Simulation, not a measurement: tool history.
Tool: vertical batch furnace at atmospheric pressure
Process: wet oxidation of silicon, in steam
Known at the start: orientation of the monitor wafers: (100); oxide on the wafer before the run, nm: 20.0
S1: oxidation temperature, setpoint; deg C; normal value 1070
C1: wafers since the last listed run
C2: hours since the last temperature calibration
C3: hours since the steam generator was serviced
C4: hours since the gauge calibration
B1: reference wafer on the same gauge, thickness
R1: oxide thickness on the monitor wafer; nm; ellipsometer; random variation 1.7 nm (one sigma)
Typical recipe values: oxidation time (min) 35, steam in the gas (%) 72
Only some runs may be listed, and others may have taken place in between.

Run 1, hour 0: usual settings but steam in the gas (%) 67; C1 0; C2 1035.4; C3 947; C4 583.1; B1 469.84. Result: R1 386.85 nm.
Run 2, hour 30.4: usual settings but oxidation time (min) 28.5; C1 597; C2 1065.8; C3 977.4; C4 613.5; B1 470.22. Result: R1 353.83 nm.
Run 3, hour 60.1: usual settings but oxidation time (min) 28.5; C1 583; C2 1095.5; C3 1007.1; C4 643.2; B1 470.5. Result: R1 353.34 nm.
Run 4, hour 126.2: usual settings; C1 1298; C2 1161.6; C3 1073.2; C4 709.3; B1 470.33. Result: R1 396.57 nm.
Run 5, hour 175.1: usual settings; C1 960; C2 1210.5; C3 1122.1; C4 758.2; B1 469.78. Result: R1 401.9 nm.
Run 6, hour 389.1: usual settings; C1 4204; C2 1424.5; C3 1336.1; C4 972.2; B1 469.96. Result: R1 400.01 nm.
Run 7, hour 449.3: usual settings; C1 1182; C2 1484.7; C3 1396.3; C4 1032.4; B1 470.05. Result: R1 399.88 nm.
Run 8, hour 474.5: usual settings; C1 495; C2 1509.9; C3 1421.5; C4 1057.6; B1 470.14. Result: R1 402.52 nm.
Run 9, hour 535.3: usual settings; C1 1194; C2 1570.7; C3 1482.3; C4 1118.4; B1 470.01. Result: R1 398.46 nm.
Run 10, hour 595.2: usual settings; C1 1176; C2 1630.6; C3 1542.2; C4 1178.3; B1 470.05. Result: R1 401.93 nm.
Run 11, hour 623.9: usual settings; C1 563; C2 1659.3; C3 1570.9; C4 1207; B1 469.72. Result: R1 398.37 nm.
Run 12, hour 660.6: usual settings; C1 720; C2 1696; C3 1607.6; C4 1243.7; B1 470.22. Result: R1 399.87 nm.
Run 13, hour 718: usual settings but oxidation time (min) 25, steam in the gas (%) 65; C1 1127; C2 1753.4; C3 1665; C4 1301.1; B1 470.01. Result: R1 306.11 nm.
Run 14, hour 768.8: usual settings but S1 1046 deg C; C1 997; C2 1804.2; C3 1715.8; C4 1351.9; B1 469.77. Result: R1 350.97 nm.
At hour 833.7: thermocouples replaced and temperature profile calibrated.
Run 15, hour 834.2: usual settings but S1 1062 deg C, oxidation time (min) 23.5, steam in the gas (%) 80; C1 813; C2 0.5; C3 1781.2; C4 1417.3; B1 470.14. Result: R1 310.43 nm.
Run 16, hour 866.2: usual settings but S1 1088 deg C, steam in the gas (%) 78; C1 628; C2 32.5; C3 1813.2; C4 1449.3; B1 470.2. Result: R1 442.98 nm.
At hour 923.7: gauge calibrated.
Run 17, hour 931.1: usual settings but steam in the gas (%) 82; C1 1274; C2 97.4; C3 1878.1; C4 7.4; B1 469.74. Result: R1 419.61 nm.
At hour 968.4: steam generator serviced.
Run 18, hour 993.5: usual settings; C1 754; C2 159.8; C3 25.1; C4 69.8; B1 470.4. Result: R1 397.28 nm.
Run 19, hour 1036.1: usual settings but oxidation time (min) 25.5, steam in the gas (%) 60; C1 836; C2 202.4; C3 67.7; C4 112.4; B1 470.41. Result: R1 290.83 nm.
Run 20, hour 1087.7: usual settings but S1 1083 deg C, oxidation time (min) 48, steam in the gas (%) 65; C1 1013; C2 254; C3 119.3; C4 164; B1 470.47. Result: R1 482.2 nm.
Run 21, hour 1298.1: usual settings; C1 4133; C2 464.4; C3 329.7; C4 374.4; B1 469.55. Result: R1 399.16 nm.
Run 22, hour 1326.6: usual settings but S1 1046 deg C, steam in the gas (%) 63; C1 559; C2 492.9; C3 358.2; C4 402.9; B1 469.86. Result: R1 319.95 nm.

4 options for the next run, each taken on its own from the tool as it stands now. Forecast them:
Run A, hour 1330.6: usual settings; C1 78; C2 496.9; C3 362.2; C4 406.9; B1 ?. Result: R1 ?.
Run B, hour 1330.6: usual settings but steam in the gas (%) 61; C1 78; C2 496.9; C3 362.2; C4 406.9; B1 ?. Result: R1 ?.
Run C, hour 1330.6: usual settings but S1 1077 deg C; C1 78; C2 496.9; C3 362.2; C4 406.9; B1 ?. Result: R1 ?.
Run D, hour 1330.6: usual settings but S1 1056 deg C, steam in the gas (%) 64; C1 78; C2 496.9; C3 362.2; C4 406.9; B1 ?. Result: R1 ?.

run      B1      R1
  A  469.87  398.46
  B  469.87  360.15
  C  469.87  413.29
  D  469.87  341.98
Had the tool no hidden state, the same runs would have come out as:
run      R1
  A  397.69
  B  359.39
  C  412.61
  D  341.13
